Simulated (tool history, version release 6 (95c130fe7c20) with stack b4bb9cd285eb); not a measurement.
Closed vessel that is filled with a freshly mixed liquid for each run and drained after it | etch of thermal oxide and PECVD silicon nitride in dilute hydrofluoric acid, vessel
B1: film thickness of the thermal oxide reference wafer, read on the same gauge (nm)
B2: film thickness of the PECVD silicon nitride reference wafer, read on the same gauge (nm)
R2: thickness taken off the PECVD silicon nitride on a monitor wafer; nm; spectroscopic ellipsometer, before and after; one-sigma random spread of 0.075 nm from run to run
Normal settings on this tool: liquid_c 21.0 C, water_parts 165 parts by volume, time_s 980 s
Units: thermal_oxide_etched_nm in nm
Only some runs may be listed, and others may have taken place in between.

{"run": 1, "hour": 0.0, "liquid_c": 21.0, "water_parts": 165, "time_s": 980, "B1": 129.96, "B2": 39.98, "thermal_oxide_etched_nm": 22.76, "R2": 18.45}
{"run": 2, "hour": 10.5, "liquid_c": 21.0, "water_parts": 165, "time_s": 1140, "B1": 129.98, "B2": 39.98, "thermal_oxide_etched_nm": 26.28, "R2": 21.62}
{"run": 3, "hour": 25.4, "liquid_c": 21.0, "water_parts": 165, "time_s": 1140, "B1": 130.04, "B2": 40.01, "thermal_oxide_etched_nm": 26.55, "R2": 21.72}
{"run": 4, "hour": 36.9, "liquid_c": 21.0, "water_parts": 165, "time_s": 980, "B1": 130.0, "B2": 40.02, "thermal_oxide_etched_nm": 22.75, "R2": 18.51}
{"run": 5, "hour": 48.3, "liquid_c": 21.0, "water_parts": 165, "time_s": 980, "B1": 129.98, "B2": 40.03, "thermal_oxide_etched_nm": 22.38, "R2": 18.67}
{"run": 6, "hour": 56.6, "liquid_c": 21.0, "water_parts": 165, "time_s": 980, "B1": 130.05, "B2": 40.0, "thermal_oxide_etched_nm": 22.55, "R2": 18.46}
{"run": 7, "hour": 74.5, "liquid_c": 19.0, "water_parts": 165, "time_s": 980, "B1": 129.96, "B2": 40.01, "thermal_oxide_etched_nm": 21.0, "R2": 16.24}
{"run": 8, "hour": 86.8, "liquid_c": 19.0, "water_parts": 165, "time_s": 980, "B1": 130.01, "B2": 40.0, "thermal_oxide_etched_nm": 21.11, "R2": 16.39}
{"run": 9, "hour": 93.1, "liquid_c": 21.0, "water_parts": 165, "time_s": 980, "B1": 130.04, "B2": 39.99, "thermal_oxide_etched_nm": 22.18, "R2": 18.49}
{"run": 10, "hour": 108.7, "liquid_c": 21.0, "water_parts": 165, "time_s": 980, "B1": 129.98, "B2": 39.99, "thermal_oxide_etched_nm": 22.53, "R2": 18.62}
{"run": 11, "hour": 121.4, "liquid_c": 21.0, "water_parts": 110, "time_s": 760, "B1": 129.99, "B2": 40.02, "thermal_oxide_etched_nm": 27.99, "R2": 21.36}
{"hour": 124.6, "done": "hydrofluoric acid flow meter replaced"}
{"run": 12, "hour": 136.9, "liquid_c": 25.0, "water_parts": 235, "time_s": 1340, "B1": 129.97, "B2": 40.02, "thermal_oxide_etched_nm": 23.47, "R2": 23.03}
{"hour": 145.8, "done": "thermometer replaced"}
{"run": 13, "hour": 150.4, "liquid_c": 19.5, "water_parts": 195, "time_s": 980, "B1": 130.03, "B2": 40.01, "thermal_oxide_etched_nm": 17.4, "R2": 14.3}
{"run": 14, "hour": 161.1, "liquid_c": 21.0, "water_parts": 165, "time_s": 505, "B1": 130.01, "B2": 40.0, "thermal_oxide_etched_nm": 11.76, "R2": 9.58}
{"run": 15, "hour": 174.7, "liquid_c": 17.0, "water_parts": 165, "time_s": 1505, "B1": 130.03, "B2": 39.99, "thermal_oxide_etched_nm": 29.39, "R2": 21.88}
{"run": 16, "hour": 183.5, "liquid_c": 21.0, "water_parts": 165, "time_s": 1535, "B1": 130.01, "B2": 40.02, "thermal_oxide_etched_nm": 35.99, "R2": 29.1}
{"run": 17, "hour": 194.1, "liquid_c": 17.0, "water_parts": 145, "time_s": 980, "B1": 129.96, "B2": 39.98, "thermal_oxide_etched_nm": 22.04, "R2": 16.07}
{"run": 18, "hour": 208.4, "liquid_c": 21.0, "water_parts": 165, "time_s": 765, "B1": 130.05, "B2": 39.99, "thermal_oxide_etched_nm": 17.81, "R2": 14.53}
{"hour": 218.0, "done": "gauge calibrated"}
{"run": 19, "hour": 224.7, "liquid_c": 21.0, "water_parts": 230, "time_s": 1300, "B1": 130.04, "B2": 40.01, "thermal_oxide_etched_nm": 20.15, "R2": 17.75}
{"run": 20, "hour": 273.2, "liquid_c": 21.0, "water_parts": 165, "time_s": 980, "B1": 130.03, "B2": 39.97, "thermal_oxide_etched_nm": 22.68, "R2": 18.44}
{"run": 21, "hour": 287.4, "liquid_c": 21.0, "water_parts": 165, "time_s": 980, "B1": 130.0, "B2": 40.0, "thermal_oxide_etched_nm": 22.58, "R2": 18.69}

Give the tool's hidden conditions for every run:
liquid colder than its thermometer reads (K): 0 in every run
hydrofluoric acid flow above the setpoint (%): 0 in every run
gauge reads high (%): 0 in every run

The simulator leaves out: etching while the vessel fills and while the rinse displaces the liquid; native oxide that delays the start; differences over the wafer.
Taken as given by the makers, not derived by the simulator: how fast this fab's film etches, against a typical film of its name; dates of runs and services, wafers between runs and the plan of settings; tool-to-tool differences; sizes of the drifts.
